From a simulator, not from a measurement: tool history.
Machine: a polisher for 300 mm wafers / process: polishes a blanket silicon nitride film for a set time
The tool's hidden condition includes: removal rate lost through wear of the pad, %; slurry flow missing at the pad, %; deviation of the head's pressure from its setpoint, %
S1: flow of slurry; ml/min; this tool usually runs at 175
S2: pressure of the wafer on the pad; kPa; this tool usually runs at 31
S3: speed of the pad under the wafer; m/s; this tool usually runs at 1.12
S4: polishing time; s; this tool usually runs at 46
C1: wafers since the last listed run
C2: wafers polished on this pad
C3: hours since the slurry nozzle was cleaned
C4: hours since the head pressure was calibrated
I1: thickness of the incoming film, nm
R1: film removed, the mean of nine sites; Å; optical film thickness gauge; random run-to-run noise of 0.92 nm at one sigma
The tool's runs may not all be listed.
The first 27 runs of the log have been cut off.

Run 28, day 16.429: usual settings but S1 210 ml/min, S2 25.5 kPa, S3 0.92 m/s, S4 53 s; C1 110; C2 195; C3 51.8; C4 69.2; I1 717.7. Result: R1 736 Å.
Run 29, day 16.804: usual settings but S1 225 ml/min, S2 41.4 kPa, S3 1.52 m/s, S4 62 s; C1 96; C2 292; C3 60.8; C4 78.2; I1 717.2. Result: R1 2064 Å.
Run 30, day 17.233: usual settings but S2 34.5 kPa; C1 110; C2 402; C3 71.1; C4 88.5; I1 718.3. Result: R1 942 Å.
Run 31, day 17.688: usual settings but S1 155 ml/min; C1 116; C2 519; C3 82; C4 99.4; I1 720.4. Result: R1 836 Å.
Run 32, day 18.096: usual settings but S1 210 ml/min, S2 35.2 kPa; C1 105; C2 624; C3 91.8; C4 109.2; I1 721.3. Result: R1 1008 Å.
Run 33, day 18.838: usual settings but S1 230 ml/min, S2 20 kPa, S4 40 s; C1 190; C2 815; C3 109.6; C4 127; I1 725.6. Result: R1 497 Å.
Run 34, day 19.462: usual settings but S1 220 ml/min, S2 28.3 kPa, S4 41 s; C1 160; C2 976; C3 124.6; C4 142; I1 726.2. Result: R1 717 Å.
Run 35, day 20.017: usual settings but S1 120 ml/min, S3 1.36 m/s; C1 142; C2 1119; C3 137.9; C4 155.3; I1 729. Result: R1 923 Å.
Run 36, day 20.571: usual settings but S4 58 s; C1 142; C2 1261; C3 151.2; C4 168.6; I1 719.4. Result: R1 1044 Å.
At day 20.829: worn pad replaced by a new one.
Run 37, day 21.154: usual settings; C1 107; C2 83; C3 165.2; C4 182.6; I1 710.9. Result: R1 844 Å.
Run 38, day 21.483: usual settings but S1 220 ml/min, S2 23.4 kPa, S4 61 s; C1 84; C2 168; C3 173.1; C4 190.5; I1 726.9. Result: R1 878 Å.

Each row is a separate what-if for the run after 38, all from the same tool condition, not one after another. Results?
Run A, day 21.5: usual settings; C1 4; C2 172; C3 173.5; C4 190.9; I1 708.2. Result: R1 ?.
Run B, day 21.5: usual settings but S1 160 ml/min, S3 1.28 m/s; C1 4; C2 172; C3 173.5; C4 190.9; I1 708.2. Result: R1 ?.
Run C, day 21.5: usual settings but S1 145 ml/min; C1 4; C2 172; C3 173.5; C4 190.9; I1 708.2. Result: R1 ?.

run   R1
  A  846
  B  928
  C  819
Take away the tool's hidden state, keep each run's random variation, and the runs would have read:
run   R1
  A  905
  B  992
  C  876
